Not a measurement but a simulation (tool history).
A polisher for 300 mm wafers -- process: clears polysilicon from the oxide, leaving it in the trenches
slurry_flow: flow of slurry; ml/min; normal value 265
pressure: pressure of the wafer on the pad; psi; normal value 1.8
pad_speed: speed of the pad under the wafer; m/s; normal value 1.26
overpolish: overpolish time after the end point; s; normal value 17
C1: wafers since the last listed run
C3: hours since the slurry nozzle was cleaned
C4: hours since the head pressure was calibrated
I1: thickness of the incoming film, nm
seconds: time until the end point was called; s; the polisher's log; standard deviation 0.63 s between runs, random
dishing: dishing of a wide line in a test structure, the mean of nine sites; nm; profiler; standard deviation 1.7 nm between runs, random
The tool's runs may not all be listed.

{"run": 1, "hour": 0.0, "slurry_flow": 265, "pressure": 1.6, "pad_speed": 1.26, "overpolish": 22, "C1": 0, "wafers polished on this pad": 522, "C3": 794.3, "C4": 1029.9, "I1": 467.5, "seconds": 40.0, "dishing": 79.3}
{"run": 2, "hour": 6.9, "slurry_flow": 335, "pressure": 1.8, "pad_speed": 1.26, "overpolish": 17, "C1": 53, "wafers polished on this pad": 575, "C3": 801.2, "C4": 1036.8, "I1": 474.5, "seconds": 35.5, "dishing": 78.0}
{"run": 3, "hour": 13.2, "slurry_flow": 265, "pressure": 1.8, "pad_speed": 1.26, "overpolish": 17, "C1": 48, "wafers polished on this pad": 624, "C3": 807.5, "C4": 1043.1, "I1": 477.1, "seconds": 37.3, "dishing": 77.3}
{"run": 4, "hour": 27.2, "slurry_flow": 265, "pressure": 1.8, "pad_speed": 1.26, "overpolish": 17, "C1": 108, "wafers polished on this pad": 732, "C3": 821.5, "C4": 1057.1, "I1": 477.4, "seconds": 37.0, "dishing": 76.6}
{"run": 5, "hour": 43.5, "slurry_flow": 265, "pressure": 1.8, "pad_speed": 1.26, "overpolish": 17, "C1": 125, "wafers polished on this pad": 857, "C3": 837.8, "C4": 1073.4, "I1": 469.6, "seconds": 36.8, "dishing": 75.6}
{"hour": 55.1, "done": "worn pad replaced by a new one"}
{"run": 6, "hour": 61.1, "slurry_flow": 265, "pressure": 1.8, "pad_speed": 1.26, "overpolish": 17, "C1": 104, "wafers polished on this pad": 45, "C3": 855.4, "C4": 1091.0, "I1": 472.0, "seconds": 36.0, "dishing": 75.9}
{"run": 7, "hour": 70.9, "slurry_flow": 265, "pressure": 1.8, "pad_speed": 1.26, "overpolish": 17, "C1": 75, "wafers polished on this pad": 121, "C3": 865.2, "C4": 1100.8, "I1": 471.0, "seconds": 36.6, "dishing": 75.1}
{"hour": 72.6, "done": "slurry nozzle cleaned"}
{"run": 8, "hour": 78.2, "slurry_flow": 265, "pressure": 1.8, "pad_speed": 1.26, "overpolish": 17, "C1": 48, "wafers polished on this pad": 170, "C3": 5.6, "C4": 1108.1, "I1": 469.4, "seconds": 37.2, "dishing": 77.1}
{"run": 9, "hour": 92.3, "slurry_flow": 265, "pressure": 1.8, "pad_speed": 1.26, "overpolish": 17, "C1": 108, "wafers polished on this pad": 279, "C3": 19.7, "C4": 1122.2, "I1": 460.2, "seconds": 35.0, "dishing": 77.6}
{"run": 10, "hour": 101.4, "slurry_flow": 265, "pressure": 1.8, "pad_speed": 1.26, "overpolish": 17, "C1": 70, "wafers polished on this pad": 349, "C3": 28.8, "C4": 1131.3, "I1": 470.8, "seconds": 36.7, "dishing": 76.2}
{"run": 11, "hour": 114.9, "slurry_flow": 295, "pressure": 1.6, "pad_speed": 1.26, "overpolish": 11, "C1": 104, "wafers polished on this pad": 453, "C3": 42.3, "C4": 1144.8, "I1": 476.2, "seconds": 41.6, "dishing": 62.8}
{"run": 12, "hour": 124.8, "slurry_flow": 300, "pressure": 2.2, "pad_speed": 1.26, "overpolish": 17, "C1": 76, "wafers polished on this pad": 529, "C3": 52.2, "C4": 1154.7, "I1": 468.1, "seconds": 30.6, "dishing": 81.3}
{"run": 13, "hour": 134.7, "slurry_flow": 330, "pressure": 1.5, "pad_speed": 1.26, "overpolish": 12, "C1": 76, "wafers polished on this pad": 606, "C3": 62.1, "C4": 1164.6, "I1": 476.7, "seconds": 44.2, "dishing": 60.4}
{"run": 14, "hour": 143.2, "slurry_flow": 315, "pressure": 2.4, "pad_speed": 1.46, "overpolish": 24, "C1": 65, "wafers polished on this pad": 672, "C3": 70.6, "C4": 1173.1, "I1": 472.3, "seconds": 23.6, "dishing": 85.8}
{"hour": 194.7, "done": "worn pad replaced by a new one"}
{"run": 15, "hour": 197.0, "slurry_flow": 300, "pressure": 1.5, "pad_speed": 1.08, "overpolish": 9, "C1": 384, "wafers polished on this pad": 17, "C3": 124.4, "C4": 1226.9, "I1": 478.0, "seconds": 53.7, "dishing": 48.3}
{"run": 16, "hour": 209.5, "slurry_flow": 265, "pressure": 1.8, "pad_speed": 1.26, "overpolish": 17, "C1": 96, "wafers polished on this pad": 114, "C3": 136.9, "C4": 1239.4, "I1": 471.9, "seconds": 38.2, "dishing": 77.4}
{"run": 17, "hour": 226.8, "slurry_flow": 355, "pressure": 2.3, "pad_speed": 1.58, "overpolish": 21, "C1": 133, "wafers polished on this pad": 247, "C3": 154.2, "C4": 1256.7, "I1": 470.8, "seconds": 22.7, "dishing": 83.6}
{"run": 18, "hour": 236.7, "slurry_flow": 195, "pressure": 2.0, "pad_speed": 1.26, "overpolish": 14, "C1": 76, "wafers polished on this pad": 324, "C3": 164.1, "C4": 1266.6, "I1": 469.5, "seconds": 35.5, "dishing": 72.8}
{"hour": 245.9, "done": "head pressure recalibrated"}
{"run": 19, "hour": 254.2, "slurry_flow": 300, "pressure": 2.3, "pad_speed": 1.44, "overpolish": 17, "C1": 119, "wafers polished on this pad": 443, "C3": 181.6, "C4": 8.3, "I1": 471.6, "seconds": 22.6, "dishing": 84.2}
{"run": 20, "hour": 271.9, "slurry_flow": 305, "pressure": 2.1, "pad_speed": 1.26, "overpolish": 17, "C1": 136, "wafers polished on this pad": 580, "C3": 199.3, "C4": 26.0, "I1": 465.1, "seconds": 27.6, "dishing": 82.9}
{"run": 21, "hour": 287.5, "slurry_flow": 265, "pressure": 1.8, "pad_speed": 1.26, "overpolish": 17, "C1": 120, "wafers polished on this pad": 700, "C3": 214.9, "C4": 41.6, "I1": 463.9, "seconds": 32.0, "dishing": 78.2}
{"run": 22, "hour": 301.0, "slurry_flow": 265, "pressure": 1.8, "pad_speed": 1.26, "overpolish": 25, "C1": 104, "wafers polished on this pad": 805, "C3": 228.4, "C4": 55.1, "I1": 473.5, "seconds": 33.5, "dishing": 81.5}
{"hour": 305.1, "done": "worn pad replaced by a new one"}
{"run": 23, "hour": 308.1, "slurry_flow": 265, "pressure": 1.8, "pad_speed": 1.26, "overpolish": 17, "C1": 23, "wafers polished on this pad": 23, "C3": 235.5, "C4": 62.2, "I1": 470.0, "seconds": 31.6, "dishing": 74.8}
{"run": 24, "hour": 316.4, "slurry_flow": 300, "pressure": 2.3, "pad_speed": 1.44, "overpolish": 17, "C1": 64, "wafers polished on this pad": 87, "C3": 243.8, "C4": 70.5, "I1": 470.5, "seconds": 22.6, "dishing": 83.1}
{"run": 25, "hour": 327.3, "slurry_flow": 190, "pressure": 1.3, "pad_speed": 1.4, "overpolish": 11, "C1": 84, "wafers polished on this pad": 171, "C3": 254.7, "C4": 81.4, "I1": 473.3, "seconds": 43.6, "dishing": 61.0}
{"run": 26, "hour": 340.9, "slurry_flow": 215, "pressure": 2.4, "pad_speed": 1.66, "overpolish": 26, "C1": 104, "wafers polished on this pad": 276, "C3": 268.3, "C4": 95.0, "I1": 469.7, "seconds": 19.9, "dishing": 83.6}
{"run": 27, "hour": 351.1, "slurry_flow": 265, "pressure": 1.4, "pad_speed": 1.54, "overpolish": 7, "C1": 78, "wafers polished on this pad": 355, "C3": 278.5, "C4": 105.2, "I1": 475.3, "seconds": 35.6, "dishing": 54.5}
{"run": 28, "hour": 358.1, "slurry_flow": 265, "pressure": 1.8, "pad_speed": 1.26, "overpolish": 17, "C1": 54, "wafers polished on this pad": 409, "C3": 285.5, "C4": 112.2, "I1": 478.3, "seconds": 34.0, "dishing": 75.0}
{"run": 29, "hour": 366.2, "slurry_flow": 340, "pressure": 1.8, "pad_speed": 0.96, "overpolish": 9, "C1": 62, "wafers polished on this pad": 471, "C3": 293.6, "C4": 120.3, "I1": 470.7, "seconds": 43.0, "dishing": 52.7}
{"run": 30, "hour": 380.9, "slurry_flow": 265, "pressure": 1.8, "pad_speed": 1.26, "overpolish": 17, "C1": 113, "wafers polished on this pad": 585, "C3": 308.3, "C4": 135.0, "I1": 471.4, "seconds": 33.0, "dishing": 77.3}
{"run": 31, "hour": 394.4, "slurry_flow": 265, "pressure": 1.8, "pad_speed": 1.26, "overpolish": 17, "C1": 104, "wafers polished on this pad": 689, "C3": 321.8, "C4": 148.5, "I1": 471.4, "seconds": 33.0, "dishing": 77.2}
{"run": 32, "hour": 401.8, "slurry_flow": 265, "pressure": 2.0, "pad_speed": 1.68, "overpolish": 17, "C1": 57, "wafers polished on this pad": 746, "C3": 329.2, "C4": 155.9, "I1": 461.3, "seconds": 22.2, "dishing": 83.5}
{"run": 33, "hour": 419.3, "slurry_flow": 265, "pressure": 2.1, "pad_speed": 0.86, "overpolish": 13, "C1": 135, "wafers polished on this pad": 881, "C3": 346.7, "C4": 173.4, "I1": 466.8, "seconds": 41.5, "dishing": 66.9}
{"hour": 425.2, "done": "worn pad replaced by a new one"}
{"run": 34, "hour": 433.8, "slurry_flow": 265, "pressure": 1.8, "pad_speed": 1.12, "overpolish": 13, "C1": 81, "wafers polished on this pad": 66, "C3": 361.2, "C4": 187.9, "I1": 475.9, "seconds": 38.9, "dishing": 68.4}

Forecast each of these 5 alternatives for the next run:
{"run": "A", "hour": 434.2, "slurry_flow": 265, "pressure": 1.8, "pad_speed": 1.26, "overpolish": 17, "C1": 3, "wafers polished on this pad": 69, "C3": 361.6, "C4": 188.3, "I1": 471.5, "seconds": "?", "dishing": "?"}
{"run": "B", "hour": 434.2, "slurry_flow": 210, "pressure": 1.8, "pad_speed": 1.12, "overpolish": 22, "C1": 3, "wafers polished on this pad": 69, "C3": 361.6, "C4": 188.3, "I1": 471.5, "seconds": "?", "dishing": "?"}
{"run": "C", "hour": 434.2, "slurry_flow": 230, "pressure": 1.8, "pad_speed": 1.26, "overpolish": 8, "C1": 3, "wafers polished on this pad": 69, "C3": 361.6, "C4": 188.3, "I1": 471.5, "seconds": "?", "dishing": "?"}
{"run": "D", "hour": 434.2, "slurry_flow": 330, "pressure": 1.3, "pad_speed": 1.26, "overpolish": 17, "C1": 3, "wafers polished on this pad": 69, "C3": 361.6, "C4": 188.3, "I1": 471.5, "seconds": "?", "dishing": "?"}
{"run": "E", "hour": 434.2, "slurry_flow": 265, "pressure": 2.0, "pad_speed": 1.02, "overpolish": 17, "C1": 3, "wafers polished on this pad": 69, "C3": 361.6, "C4": 188.3, "I1": 471.5, "seconds": "?", "dishing": "?"}

run=A seconds=32.9 dishing=76.0
run=B seconds=38.1 dishing=77.6
run=C seconds=33.4 dishing=57.2
run=D seconds=44.6 dishing=69.9
run=E seconds=36.6 dishing=74.1
Had the tool no hidden state, the same runs would have come out as:
run=A seconds=32.6 dishing=76.1
run=B seconds=37.7 dishing=77.7
run=C seconds=33.1 dishing=57.5
run=D seconds=44.1 dishing=70.1
run=E seconds=36.2 dishing=74.3
